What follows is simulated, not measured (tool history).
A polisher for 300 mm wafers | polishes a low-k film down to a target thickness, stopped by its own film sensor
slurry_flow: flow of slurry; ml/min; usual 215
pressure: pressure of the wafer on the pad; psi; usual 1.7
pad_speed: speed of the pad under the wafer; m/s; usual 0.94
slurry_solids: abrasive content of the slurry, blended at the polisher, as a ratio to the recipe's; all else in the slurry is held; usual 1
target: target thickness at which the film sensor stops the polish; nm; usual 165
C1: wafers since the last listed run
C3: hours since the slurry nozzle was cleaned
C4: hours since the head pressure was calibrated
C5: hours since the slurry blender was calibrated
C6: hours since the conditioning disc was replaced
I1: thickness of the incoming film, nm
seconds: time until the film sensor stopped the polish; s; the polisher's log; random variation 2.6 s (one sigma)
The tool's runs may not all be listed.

run 1 day=0 | slurry_flow=215 pressure=1.7 pad_speed=0.82 slurry_solids=1 target=165 | C1=0 wafers_polished_on_this_pad=945 C3=684.9 C4=202.4 C5=288 C6=372.3 | I1=219 | seconds=235.1
-- day=0.817 worn pad replaced by a new one
run 2 day=1.079 | slurry_flow=215 pressure=1.7 pad_speed=0.94 slurry_solids=1 target=165 | C1=84 wafers_polished_on_this_pad=24 C3=710.8 C4=228.3 C5=313.9 C6=398.2 | I1=221.7 | seconds=231.4
run 3 day=1.833 | slurry_flow=160 pressure=1.7 pad_speed=0.76 slurry_solids=1 target=165 | C1=69 wafers_polished_on_this_pad=94 C3=728.9 C4=246.4 C5=332 C6=416.3 | I1=216.2 | seconds=258.1
run 4 day=2.846 | slurry_flow=160 pressure=1.7 pad_speed=0.76 slurry_solids=1 target=165 | C1=93 wafers_polished_on_this_pad=187 C3=753.2 C4=270.7 C5=356.3 C6=440.6 | I1=224.5 | seconds=300.4
run 5 day=3.662 | slurry_flow=160 pressure=1.7 pad_speed=0.76 slurry_solids=1 target=165 | C1=75 wafers_polished_on_this_pad=263 C3=772.8 C4=290.3 C5=375.9 C6=460.2 | I1=220.9 | seconds=292.1
run 6 day=4.654 | slurry_flow=215 pressure=1.7 pad_speed=1 slurry_solids=1 target=165 | C1=91 wafers_polished_on_this_pad=355 C3=796.6 C4=314.1 C5=399.7 C6=484 | I1=217.5 | seconds=210.6
-- day=5.083 slurry blender recalibrated
-- day=5.412 conditioning disc replaced and pad reconditioned
run 7 day=5.583 | slurry_flow=215 pressure=1.7 pad_speed=1 slurry_solids=1 target=165 | C1=70 wafers_polished_on_this_pad=425 C3=818.9 C4=336.4 C5=12 C6=4.1 | I1=224.1 | seconds=217.1
-- day=5.871 slurry nozzle cleaned
run 8 day=6.35 | slurry_flow=215 pressure=1.7 pad_speed=1 slurry_solids=1 target=165 | C1=67 wafers_polished_on_this_pad=492 C3=11.5 C4=354.8 C5=30.4 C6=22.5 | I1=220.4 | seconds=180.9
run 9 day=6.896 | slurry_flow=215 pressure=1.7 pad_speed=1.18 slurry_solids=1.2 target=165 | C1=50 wafers_polished_on_this_pad=543 C3=24.6 C4=367.9 C5=43.5 C6=35.6 | I1=219.8 | seconds=152.2
run 10 day=8.308 | slurry_flow=215 pressure=1.7 pad_speed=0.64 slurry_solids=1 target=165 | C1=130 wafers_polished_on_this_pad=673 C3=58.5 C4=401.8 C5=77.4 C6=69.5 | I1=215.9 | seconds=235.5
run 11 day=9.104 | slurry_flow=215 pressure=1.7 pad_speed=0.94 slurry_solids=1 target=172 | C1=73 wafers_polished_on_this_pad=747 C3=77.6 C4=420.9 C5=96.5 C6=88.6 | I1=219.2 | seconds=168.3
run 12 day=9.958 | slurry_flow=215 pressure=1.7 pad_speed=0.82 slurry_solids=1 target=165 | C1=79 wafers_polished_on_this_pad=826 C3=98.1 C4=441.4 C5=117 C6=109.1 | I1=218.3 | seconds=207.8
run 13 day=10.538 | slurry_flow=280 pressure=1.3 pad_speed=1.14 slurry_solids=1 target=150 | C1=53 wafers_polished_on_this_pad=879 C3=112 C4=455.3 C5=130.9 C6=123 | I1=221 | seconds=276.7
-- day=11.383 worn pad replaced by a new one
-- day=11.55 head pressure recalibrated
run 14 day=12 | slurry_flow=250 pressure=1.7 pad_speed=0.94 slurry_solids=1 target=165 | C1=112 wafers_polished_on_this_pad=49 C3=147.1 C4=10.8 C5=166 C6=158.1 | I1=221 | seconds=198.4
run 15 day=13.283 | slurry_flow=215 pressure=1.7 pad_speed=0.94 slurry_solids=1 target=184 | C1=118 wafers_polished_on_this_pad=168 C3=177.9 C4=41.6 C5=196.8 C6=188.9 | I1=219.4 | seconds=131.4
run 16 day=14.554 | slurry_flow=215 pressure=1.7 pad_speed=0.8 slurry_solids=1.25 target=165 | C1=117 wafers_polished_on_this_pad=285 C3=208.4 C4=72.1 C5=227.3 C6=219.4 | I1=216.1 | seconds=198.2
run 17 day=15.204 | slurry_flow=215 pressure=1.3 pad_speed=0.66 slurry_solids=1 target=180 | C1=60 wafers_polished_on_this_pad=345 C3=224 C4=87.7 C5=242.9 C6=235 | I1=222.3 | seconds=257.9
run 18 day=15.758 | slurry_flow=215 pressure=1.7 pad_speed=0.94 slurry_solids=1 target=165 | C1=51 wafers_polished_on_this_pad=397 C3=237.3 C4=101 C5=256.2 C6=248.3 | I1=222.9 | seconds=214.8
run 19 day=16.292 | slurry_flow=215 pressure=1.7 pad_speed=0.94 slurry_solids=1 target=147 | C1=49 wafers_polished_on_this_pad=446 C3=250.1 C4=113.8 C5=269 C6=261.1 | I1=222.2 | seconds=280.2

Forecast each of these 5 alternatives for the next run:
run A day=16.312 | slurry_flow=215 pressure=1.7 pad_speed=0.94 slurry_solids=1 target=165 | C1=1 wafers_polished_on_this_pad=448 C3=250.6 C4=114.3 C5=269.5 C6=261.6 | I1=223.4 | seconds=?
run B day=16.312 | slurry_flow=145 pressure=1.7 pad_speed=0.76 slurry_solids=1 target=165 | C1=1 wafers_polished_on_this_pad=448 C3=250.6 C4=114.3 C5=269.5 C6=261.6 | I1=223.4 | seconds=?
run C day=16.312 | slurry_flow=215 pressure=2.3 pad_speed=1.24 slurry_solids=1.15 target=174 | C1=1 wafers_polished_on_this_pad=448 C3=250.6 C4=114.3 C5=269.5 C6=261.6 | I1=223.4 | seconds=?
run D day=16.312 | slurry_flow=215 pressure=1.4 pad_speed=1.26 slurry_solids=1 target=165 | C1=1 wafers_polished_on_this_pad=448 C3=250.6 C4=114.3 C5=269.5 C6=261.6 | I1=223.4 | seconds=?
run E day=16.312 | slurry_flow=215 pressure=1.4 pad_speed=1.26 slurry_solids=1 target=153 | C1=1 wafers_polished_on_this_pad=448 C3=250.6 C4=114.3 C5=269.5 C6=261.6 | I1=223.4 | seconds=?

run=A seconds=218.4
run=B seconds=274.7
run=C seconds=106.2
run=D seconds=214.7
run=E seconds=258.8
Without the tool's hidden state the same runs would have given:
run=A seconds=199.5
run=B seconds=247.7
run=C seconds=97.3
run=D seconds=196.1
run=E seconds=236.4

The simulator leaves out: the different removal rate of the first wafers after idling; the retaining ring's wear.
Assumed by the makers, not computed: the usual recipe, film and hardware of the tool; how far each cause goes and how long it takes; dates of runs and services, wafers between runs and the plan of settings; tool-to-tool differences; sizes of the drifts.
